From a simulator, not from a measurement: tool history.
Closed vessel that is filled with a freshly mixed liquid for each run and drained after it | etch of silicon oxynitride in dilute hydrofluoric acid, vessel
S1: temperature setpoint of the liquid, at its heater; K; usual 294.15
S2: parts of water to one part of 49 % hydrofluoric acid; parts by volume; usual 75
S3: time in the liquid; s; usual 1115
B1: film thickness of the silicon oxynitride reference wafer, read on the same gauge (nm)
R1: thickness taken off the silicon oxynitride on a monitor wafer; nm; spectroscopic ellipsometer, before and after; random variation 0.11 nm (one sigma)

run,hour,S1,S2,S3,B1,R1
1,0.0,294.15,75,1115,39.99,30.09
2,10.8,294.15,75,1115,40.00,30.04
3,22.3,294.15,75,1115,39.99,29.93
4,39.1,294.15,60,1115,40.00,38.18
5,53.1,294.15,100,1520,40.00,30.03
6,60.5,294.15,100,1520,40.00,29.89
7,75.6,294.15,100,1520,40.01,30.10
# hour 90.8: hydrofluoric acid flow meter replaced
8,91.3,291.15,75,890,40.00,23.71
9,97.0,291.15,75,890,39.98,23.65
10,109.2,299.15,110,1735,39.99,44.60
# hour 117.1: thermometer replaced
11,119.7,290.65,55,1455,39.99,46.51
12,137.7,299.15,110,1735,39.99,40.20
13,145.2,294.15,75,1115,40.00,30.82
14,159.1,292.15,75,1115,40.02,27.68
# hour 162.7: gauge calibrated
15,171.8,297.65,75,1385,40.00,44.85
16,224.5,297.15,75,1375,40.00,44.09
17,237.8,294.15,50,1115,39.98,46.93
18,244.9,294.15,90,915,39.98,20.78

The tool's hidden state at each run:
gauge reads high (%): 0 in every run
H1: liquid hotter than its thermometer reads (K)
H2: hydrofluoric acid flow below the setpoint (%)
run,H1,H2
1,2.36,13.4
2,2.37,13.5
3,2.39,13.5
4,2.41,13.7
5,2.43,13.8
6,2.44,13.8
7,2.46,13.9
8,2.48,2.43
9,2.48,2.47
10,2.5,2.56
11,0.23,2.64
12,0.254,2.77
13,0.264,2.82
14,0.282,2.93
15,0.299,3.02
16,0.369,3.41
17,0.387,3.5
18,0.396,3.56
